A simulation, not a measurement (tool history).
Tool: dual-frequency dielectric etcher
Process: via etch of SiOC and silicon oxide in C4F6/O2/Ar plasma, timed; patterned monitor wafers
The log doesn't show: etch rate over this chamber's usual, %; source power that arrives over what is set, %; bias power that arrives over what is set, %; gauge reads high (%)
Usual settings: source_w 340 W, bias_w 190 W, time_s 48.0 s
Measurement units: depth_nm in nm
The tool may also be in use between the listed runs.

run	hour	source_w	bias_w	time_s	wafers since the last listed run	hours since the last wet clean	hours since the last source power generator calibration	hours since the last bias power generator calibration	hours since the last upper electrode change	hours since the gauge calibration	read-back reference wafer on the same gauge, depth_nm	depth_nm
1	0.0	340	190	48.0	0	236.9	2755.1	3999.0	3672.3	159.1	53.3	47.5
# hour 4.3: gauge calibrated
2	15.5	340	190	38.0	216	252.4	2770.6	4014.5	3687.8	11.2	53.3	37.6
3	27.8	340	190	48.0	171	264.7	2782.9	4026.8	3700.1	23.5	53.3	47.2
4	34.0	340	190	48.0	86	270.9	2789.1	4033.0	3706.3	29.7	53.3	47.2
5	40.7	340	190	48.0	93	277.6	2795.8	4039.7	3713.0	36.4	53.3	47.0
6	56.1	280	190	48.0	215	293.0	2811.2	4055.1	3728.4	51.8	53.3	43.7
# hour 71.2: bias power generator calibrated
7	71.7	340	190	48.0	162	308.6	2826.8	0.5	3744.0	67.4	53.3	46.8
# hour 100.3: upper electrode replaced
8	100.8	340	145	48.0	71	337.7	2855.9	29.6	0.5	96.5	53.3	43.8
9	101.1	340	190	48.0	4	338.0	2856.2	29.9	0.8	96.8	53.3	46.6
10	102.1	340	190	58.0	13	339.0	2857.2	30.9	1.8	97.8	53.3	56.3
# hour 118.7: source power generator calibrated
# hour 127.1: wet clean of the chamber
11	127.6	340	190	48.0	183	0.5	8.9	56.4	27.3	123.3	53.3	49.1
12	135.6	270	165	59.5	111	8.5	16.9	64.4	35.3	131.3	53.3	54.0
# hour 136.1: gauge calibrated
13	152.2	340	211	48.0	231	25.1	33.5	81.0	51.9	16.1	53.3	50.1
14	163.8	340	165	40.0	162	36.7	45.1	92.6	63.5	27.7	53.3	39.5
15	175.0	340	190	36.0	156	47.9	56.3	103.8	74.7	38.9	53.3	36.5

For each run, the measured value with the value that run would have given without the tool's hidden condition subtracted. The run-to-run variation is shared by both, the gauge scatter possibly not:
run	depth_nm
1	-1.9
2	-1.6
3	-2.1
4	-2.1
5	-2.2
6	-2.1
7	-2.4
8	-2.5
9	-2.6
10	-3.2
11	-0.2
12	-0.3
13	-0.4
14	-0.4
15	-0.3

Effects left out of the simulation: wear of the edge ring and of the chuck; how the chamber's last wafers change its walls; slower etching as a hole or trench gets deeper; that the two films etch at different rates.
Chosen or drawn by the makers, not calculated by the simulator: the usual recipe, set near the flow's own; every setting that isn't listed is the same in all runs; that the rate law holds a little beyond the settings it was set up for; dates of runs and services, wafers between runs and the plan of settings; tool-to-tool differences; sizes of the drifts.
